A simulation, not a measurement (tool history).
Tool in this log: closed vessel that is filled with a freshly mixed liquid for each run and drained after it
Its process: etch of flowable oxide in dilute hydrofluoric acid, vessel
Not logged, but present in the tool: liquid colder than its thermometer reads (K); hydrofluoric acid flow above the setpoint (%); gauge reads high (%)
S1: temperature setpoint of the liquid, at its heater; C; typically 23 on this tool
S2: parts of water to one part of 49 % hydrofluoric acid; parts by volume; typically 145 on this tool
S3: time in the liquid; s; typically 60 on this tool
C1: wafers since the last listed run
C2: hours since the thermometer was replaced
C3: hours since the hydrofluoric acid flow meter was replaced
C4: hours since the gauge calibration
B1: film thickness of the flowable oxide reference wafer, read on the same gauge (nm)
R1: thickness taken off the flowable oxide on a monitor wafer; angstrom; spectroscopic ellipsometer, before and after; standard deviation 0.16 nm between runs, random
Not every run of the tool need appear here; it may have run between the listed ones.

run,hour,S1,S2,S3,C1,C2,C3,C4,B1,R1
1,0,23,145,60,0,1965.2,1377.6,608.2,119.99,230.9
2,24.2,23,145,60,2335,1989.4,1401.8,632.4,119.98,227.5
3,42.2,23,145,60,1737,2007.4,1419.8,650.4,119.96,229.5
4,78.1,23,145,60,3465,2043.3,1455.7,686.3,119.98,228.6
5,112.3,23,145,60,3300,2077.5,1489.9,720.5,120.05,232.2
6,130.7,23,145,60,1775,2095.9,1508.3,738.9,120.02,227.4
7,157.3,23,90,60,2567,2122.5,1534.9,765.5,119.98,389.1
8,187.8,23,145,60,2943,2153,1565.4,796,120.05,226.8
9,209.9,23,145,60,2133,2175.1,1587.5,818.1,119.99,228.9
10,247.2,23,145,60,3600,2212.4,1624.8,855.4,119.97,228.4
11,265.8,23,145,60,1795,2231,1643.4,874,119.97,228.2
12,297.6,23,145,60,3069,2262.8,1675.2,905.8,120,226.2
13,315.9,23,145,60,1766,2281.1,1693.5,924.1,120.01,225.2
# hour 377.4: gauge calibrated
14,381,23,145,60,6283,2346.2,1758.6,3.6,120.01,228.9
# hour 387.9: thermometer replaced
15,394.5,23,145,60,1206,6.6,1772.1,17.1,119.99,250.4
16,424.2,23,120,60,2866,36.3,1801.8,46.8,119.98,311.8
17,445.1,23,145,30,2017,57.2,1822.7,67.7,120,126.1
18,460.7,21,145,60,1505,72.8,1838.3,83.3,120.02,231.6
19,493.1,25,125,85,3127,105.2,1870.7,115.7,119.99,461.4
# hour 508.3: hydrofluoric acid flow meter replaced
20,524.2,21.5,175,45,2905,136.3,15.9,146.8,120.01,131.7
21,536.5,26.5,145,40,1187,148.6,28.2,159.1,120.01,174.9
22,566.2,23,145,90,2866,178.3,57.9,188.8,120.02,348.2
23,603.4,23,145,60,3590,215.5,95.1,226,120.03,233.3
24,629.1,23,145,60,2480,241.2,120.8,251.7,119.99,232.8
25,643.3,21.5,175,45,1370,255.4,135,265.9,120.02,132.4
26,661.5,20,200,60,1756,273.6,153.2,284.1,120.01,143.6
27,680.2,26.5,105,90,1804,292.3,171.9,302.8,120.04,578.6
28,696.3,19,145,60,1553,308.4,188,318.9,120,198.4
29,712.2,26,200,50,1534,324.3,203.9,334.8,119.97,148.6
30,747.6,20.5,75,75,3416,359.7,239.3,370.2,120.03,551.2
31,771,18.5,145,60,2258,383.1,262.7,393.6,119.99,194.3
32,794.1,26.5,195,60,2229,406.2,285.8,416.7,119.99,186.4
33,807.8,23,110,40,1322,419.9,299.5,430.4,119.97,212.1
34,843.5,19,185,90,3445,455.6,335.2,466.1,119.98,225.3

How would selected steps in R1 from run to run divide? Give the signed amount a tool lacking its hidden state would still show from settings, what came in and random variation, and the signed amount left for the hidden state, including any gauge scatter that is not in both of the compared results.
Run 14 -> 15: thermometer replaced. R1 +21.5 angstrom: hidden state +21.8, all else -0.3.
Run 18 -> 19: S1 21 -> 25, S2 145 -> 125, S3 60 -> 85. R1 +229.8 angstrom: hidden state +17.8, all else +212.
Run 19 -> 20: S1 25 -> 21.5, S2 125 -> 175, S3 85 -> 45, hydrofluoric acid flow meter replaced. R1 -329.7 angstrom: hidden state -35.1, all else -294.6.
Run 26 -> 27: S1 20 -> 26.5, S2 200 -> 105, S3 60 -> 90. R1 +435 angstrom: hidden state +2.3, all else +432.7.
Run 27 -> 28: S1 26.5 -> 19, S2 105 -> 145, S3 90 -> 60. R1 -380.2 angstrom: hidden state -2.1, all else -378.1.
Run 29 -> 30: S1 26 -> 20.5, S2 200 -> 75, S3 50 -> 75. R1 +402.6 angstrom: hidden state +1.1, all else +401.5.

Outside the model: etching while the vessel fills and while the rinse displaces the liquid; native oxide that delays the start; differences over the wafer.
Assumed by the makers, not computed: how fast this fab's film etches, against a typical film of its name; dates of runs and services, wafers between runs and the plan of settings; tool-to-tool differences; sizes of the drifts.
